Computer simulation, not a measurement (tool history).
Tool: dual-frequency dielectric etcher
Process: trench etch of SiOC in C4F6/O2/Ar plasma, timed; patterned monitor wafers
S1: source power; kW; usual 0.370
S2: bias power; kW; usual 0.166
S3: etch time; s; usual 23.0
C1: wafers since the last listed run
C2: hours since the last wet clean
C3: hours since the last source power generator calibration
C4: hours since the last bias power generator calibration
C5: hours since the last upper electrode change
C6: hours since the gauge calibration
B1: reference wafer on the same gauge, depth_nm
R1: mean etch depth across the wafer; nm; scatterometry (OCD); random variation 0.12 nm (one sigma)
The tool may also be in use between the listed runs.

Run 1, day 0.000: usual settings; C1 0; C2 182.6; C3 2166.7; C4 4392.7; C5 4496.5; C6 277.3; B1 54.19. Result: R1 48.08 nm.
Run 2, day 0.650: usual settings; C1 283; C2 198.2; C3 2182.3; C4 4408.3; C5 4512.1; C6 292.9; B1 54.22. Result: R1 48.04 nm.
Run 3, day 0.975: usual settings; C1 141; C2 206.0; C3 2190.1; C4 4416.1; C5 4519.9; C6 300.7; B1 54.19. Result: R1 47.95 nm.
Run 4, day 1.392: usual settings; C1 181; C2 216.0; C3 2200.1; C4 4426.1; C5 4529.9; C6 310.7; B1 54.18. Result: R1 48.18 nm.
Run 5, day 1.704: usual settings but S3 25.0 s; C1 136; C2 223.5; C3 2207.6; C4 4433.6; C5 4537.4; C6 318.2; B1 54.20. Result: R1 52.48 nm.
At day 2.825: bias power generator calibrated.
At day 3.654: upper electrode replaced.
Run 6, day 3.675: usual settings but S3 25.0 s; C1 427; C2 270.8; C3 2254.9; C4 20.4; C5 0.5; C6 365.5; B1 54.17. Result: R1 52.35 nm.
Run 7, day 4.438: usual settings but S3 18.5 s; C1 332; C2 289.1; C3 2273.2; C4 38.7; C5 18.8; C6 383.8; B1 54.16. Result: R1 38.76 nm.
At day 4.904: gauge calibrated.
Run 8, day 4.975: usual settings but S3 18.5 s; C1 234; C2 302.0; C3 2286.1; C4 51.6; C5 31.7; C6 1.7; B1 54.24. Result: R1 38.63 nm.
Run 9, day 5.525: usual settings but S3 18.5 s; C1 240; C2 315.2; C3 2299.3; C4 64.8; C5 44.9; C6 14.9; B1 54.24. Result: R1 38.93 nm.
Run 10, day 6.029: usual settings but S3 26.0 s; C1 220; C2 327.3; C3 2311.4; C4 76.9; C5 57.0; C6 27.0; B1 54.20. Result: R1 54.61 nm.
Run 11, day 6.462: usual settings but S1 0.410 kW, S2 0.193 kW, S3 17.0 s; C1 189; C2 337.7; C3 2321.8; C4 87.3; C5 67.4; C6 37.4; B1 54.17. Result: R1 39.10 nm.
At day 7.875: wet clean of the chamber.
Run 12, day 7.896: usual settings but S3 20.5 s; C1 189; C2 0.5; C3 2356.2; C4 121.7; C5 101.8; C6 71.8; B1 54.21. Result: R1 42.71 nm.
Run 13, day 7.908: usual settings but S2 0.125 kW, S3 25.5 s; C1 5; C2 0.8; C3 2356.5; C4 122.0; C5 102.1; C6 72.1; B1 54.23. Result: R1 46.61 nm.
Run 14, day 8.142: usual settings but S2 0.181 kW; C1 101; C2 6.4; C3 2362.1; C4 127.6; C5 107.7; C6 77.7; B1 54.19. Result: R1 49.68 nm.
Run 15, day 8.533: usual settings but S1 0.310 kW; C1 171; C2 15.8; C3 2371.5; C4 137.0; C5 117.1; C6 87.1; B1 54.20. Result: R1 45.38 nm.
At day 9.254: source power generator calibrated.
Run 16, day 9.275: usual settings but S1 0.450 kW, S2 0.199 kW, S3 20.0 s; C1 251; C2 33.6; C3 0.5; C4 154.8; C5 134.9; C6 104.9; B1 54.26. Result: R1 47.83 nm.
Run 17, day 9.942: usual settings but S1 0.280 kW, S2 0.140 kW, S3 18.5 s; C1 291; C2 49.6; C3 16.5; C4 170.8; C5 150.9; C6 120.9; B1 54.19. Result: R1 32.87 nm.
Run 18, day 10.292: usual settings; C1 152; C2 58.0; C3 24.9; C4 179.2; C5 159.3; C6 129.3; B1 54.19. Result: R1 47.76 nm.
Run 19, day 10.917: usual settings but S2 0.145 kW; C1 272; C2 73.0; C3 39.9; C4 194.2; C5 174.3; C6 144.3; B1 54.20. Result: R1 45.05 nm.
Run 20, day 11.633: usual settings but S2 0.149 kW, S3 17.5 s; C1 312; C2 90.2; C3 57.1; C4 211.4; C5 191.5; C6 161.5; B1 54.18. Result: R1 34.78 nm.
Run 21, day 11.883: usual settings but S1 0.410 kW, S2 0.145 kW; C1 109; C2 96.2; C3 63.1; C4 217.4; C5 197.5; C6 167.5; B1 54.20. Result: R1 46.45 nm.
Run 22, day 12.633: usual settings but S2 0.151 kW; C1 327; C2 114.2; C3 81.1; C4 235.4; C5 215.5; C6 185.5; B1 54.20. Result: R1 45.94 nm.
Run 23, day 13.283: usual settings but S1 0.280 kW, S2 0.140 kW, S3 18.5 s; C1 283; C2 129.8; C3 96.7; C4 251.0; C5 231.1; C6 201.1; B1 54.17. Result: R1 33.06 nm.

Run 24 comes next. What will it give?
Run 24, day 15.425: usual settings but S1 0.300 kW, S2 0.178 kW, S3 19.0 s; C1 935; C2 181.2; C3 148.1; C4 302.4; C5 282.5; C6 252.5; B1 ?. Result: R1 ?.

B1: 54.18
R1: 38.39 nm
Without the tool's hidden state the same run would have given R1 38.19 nm.
